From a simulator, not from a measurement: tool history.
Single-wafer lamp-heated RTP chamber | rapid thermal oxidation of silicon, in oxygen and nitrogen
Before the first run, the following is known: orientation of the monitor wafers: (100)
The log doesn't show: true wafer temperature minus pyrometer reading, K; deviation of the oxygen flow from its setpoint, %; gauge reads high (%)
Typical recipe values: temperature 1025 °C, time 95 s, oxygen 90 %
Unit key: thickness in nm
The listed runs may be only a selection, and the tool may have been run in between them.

run	hour	temperature	time	oxygen	wafers since the last listed run	wafers since the last pyrometer calibration	hours since the oxygen flow controller was replaced	hours since the gauge calibration	read-back reference wafer on the same gauge, thickness	thickness
1	0	1025	63	82	0	3205	4324.4	734.4	7.084	7.112
2	32.2	1025	73	72	245	3451	4356.6	766.6	7.086	7.237
3	96.2	1025	73	72	488	3939	4420.6	830.6	7.083	7.379
# hour 108.4: pyrometer window cleaned and pyrometer calibrated
4	128.3	1025	130	90	183	151	4452.7	862.7	7.074	9.795
5	170.2	1025	130	90	319	471	4494.6	904.6	7.089	9.775
# hour 201.3: gauge calibrated
6	204.8	1025	130	90	264	735	4529.2	3.5	7.077	9.674
7	256.8	1025	95	90	396	1132	4581.2	55.5	7.078	8.432
8	320.6	1025	95	90	486	1619	4645	119.3	7.085	8.487
9	443.6	1025	95	90	938	2558	4768	242.3	7.08	8.699
10	515.5	1025	95	98	548	3106	4839.9	314.2	7.08	9.023
# hour 555: pyrometer window cleaned and pyrometer calibrated
11	555.5	1025	95	98	244	4	4879.9	354.2	7.082	8.721
12	609.6	1025	95	98	412	416	4934	408.3	7.071	8.85
13	643.5	1025	95	90	258	675	4967.9	442.2	7.076	8.489
14	689.9	1051	95	98	354	1029	5014.3	488.6	7.082	10.583
15	746.1	1025	95	90	428	1458	5070.5	544.8	7.083	8.564
16	906.9	1053	71	98	1227	2686	5231.3	705.6	7.068	9.59
17	951	1025	74	71	336	3022	5275.4	749.7	7.082	7.241
# hour 984.7: oxygen flow controller replaced
18	999.3	997	66	90	307	3330	14.6	798	7.088	6.111
19	1046.2	1025	95	69	357	3688	61.5	844.9	7.076	8.145
# hour 1069.8: gauge calibrated
20	1104.5	1011	112	77	444	4133	119.8	34.7	7.078	8.334
# hour 1126.3: pyrometer window cleaned and pyrometer calibrated
21	1155.2	1025	95	90	325	220	170.5	85.4	7.079	8.468
22	1206.9	1013	132	98	394	615	222.2	137.1	7.077	9.318
23	1236.2	1025	64	90	223	838	251.5	166.4	7.083	7.089
24	1301	1025	114	90	494	1333	316.3	231.2	7.074	9.213
25	1370.7	1036	135	74	531	1865	386	300.9	7.07	10.153

Alternative continuations, all from the tool just after run 25; predict every row:
A	1371.1	1025	68	90	3	1868	386.4	301.3	?	?
B	1371.1	1025	110	98	3	1868	386.4	301.3	?	?
C	1371.1	1039	49	64	3	1868	386.4	301.3	?	?

run	read-back reference wafer on the same gauge, thickness	thickness
A	7.078	7.405
B	7.078	9.496
C	7.078	6.264
Take away the tool's hidden state, keep each run's random variation, and the runs would have read:
run	thickness
A	7.283
B	9.338
C	6.165

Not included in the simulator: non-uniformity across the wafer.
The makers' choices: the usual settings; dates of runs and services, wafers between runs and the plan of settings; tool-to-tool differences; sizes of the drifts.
